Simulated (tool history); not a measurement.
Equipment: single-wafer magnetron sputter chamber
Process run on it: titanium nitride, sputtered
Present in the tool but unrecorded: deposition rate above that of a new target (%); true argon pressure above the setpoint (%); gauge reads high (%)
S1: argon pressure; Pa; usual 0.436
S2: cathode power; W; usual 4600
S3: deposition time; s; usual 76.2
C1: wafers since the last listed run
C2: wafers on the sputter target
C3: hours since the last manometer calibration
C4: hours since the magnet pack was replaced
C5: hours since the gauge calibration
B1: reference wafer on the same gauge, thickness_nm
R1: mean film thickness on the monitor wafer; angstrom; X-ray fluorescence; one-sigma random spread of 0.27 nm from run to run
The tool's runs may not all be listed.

run	hour	S1	S2	S3	C1	C2	C3	C4	C5	B1	R1
1	0	0.436	4600	64.4	0	4334	1130.7	7339.6	768.4	67.055	511.78
2	74	0.436	4600	64.4	1294	5629	1204.7	7413.6	842.4	67.155	503.53
# hour 113.7: sputter target and shields replaced
3	114.8	0.436	4600	76.2	573	19	1245.5	7454.4	883.2	67.252	612.3
4	212.4	0.436	4600	76.2	1707	1727	1343.1	7552	980.8	67.22	609.03
5	283.2	0.436	4600	76.2	1238	2966	1413.9	7622.8	1051.6	67.1	606.35
6	330	0.436	4600	76.2	818	3785	1460.7	7669.6	1098.4	67.269	605.54
# hour 430.3: sputter target and shields replaced
7	430.8	0.519	4600	76.2	1623	8	1561.5	7770.4	1199.2	67.156	582.33
8	517	0.519	4600	76.2	1508	1516	1647.7	7856.6	1285.4	67.267	583.59
9	589.1	0.436	4600	76.2	1261	2778	1719.8	7928.7	1357.5	67.18	603.52
10	643.1	0.436	4600	76.2	944	3723	1773.8	7982.7	1411.5	67.21	601.07
# hour 765.4: gauge calibrated
# hour 772.1: sputter target and shields replaced
11	801.7	0.436	4600	76.2	2635	518	1932.4	8141.3	36.3	67.104	607.61
12	855.4	0.329	3950	82.5	939	1457	1986.1	8195	90	67.213	613.64
13	961.4	0.318	4600	76.2	1854	3312	2092.1	8301	196	67.321	643.25
# hour 1009.9: magnet pack replaced
# hour 1039.7: capacitance manometer re-zeroed and calibrated
# hour 1106.7: sputter target and shields replaced
14	1167.6	0.436	4600	76.2	3188	1065	127.9	157.7	402.2	67.118	626.08
15	1246.7	0.536	4200	76.2	1384	2449	207	236.8	481.3	67.257	546.41
16	1337.3	0.362	3500	67.1	1585	4034	297.6	327.4	571.9	67.306	452.76
17	1402.6	0.436	3700	71.8	1142	5177	362.9	392.7	637.2	67.267	474.5
# hour 1436.6: sputter target and shields replaced
18	1483.5	0.436	3800	76.2	1275	819	443.8	473.6	718.1	67.291	527.25
19	1533.1	0.436	4600	76.2	867	1687	493.4	523.2	767.7	67.139	613.7
20	1640.1	0.53	4600	70.7	1872	3560	600.4	630.2	874.7	67.194	532.94
21	1684	0.436	4600	76.2	768	4328	644.3	674.1	918.6	67.158	603.24
22	1765.1	0.326	3850	76.2	1419	5747	725.4	755.2	999.7	67.25	549.17
23	1802.9	0.533	4600	76.2	661	6409	763.2	793	1037.5	67.181	563.27

For each run, what was the tool's unlogged condition?
gauge reads high (%): 0, the same for each run
H1: deposition rate above that of a new target (%)
H2: true argon pressure above the setpoint (%)
run	H1	H2
1	-1.34	10.6
2	-2.22	11
3	-0.333	11.1
4	-0.537	11.5
5	-0.934	11.7
6	-1.31	11.8
7	-0.0551	12.1
8	-0.212	12.3
9	-0.582	12.4
10	-1	12.5
11	-0.287	12.8
12	-0.414	12.8
13	-1.02	13
14	-0.102	3.29
15	-0.434	4.7
16	-1.14	6.13
17	-1.85	7.05
18	-0.37	8.08
19	-0.518	8.65
20	-1.19	9.76
21	-1.6	10.2
22	-2.58	10.9
23	-3.13	11.1

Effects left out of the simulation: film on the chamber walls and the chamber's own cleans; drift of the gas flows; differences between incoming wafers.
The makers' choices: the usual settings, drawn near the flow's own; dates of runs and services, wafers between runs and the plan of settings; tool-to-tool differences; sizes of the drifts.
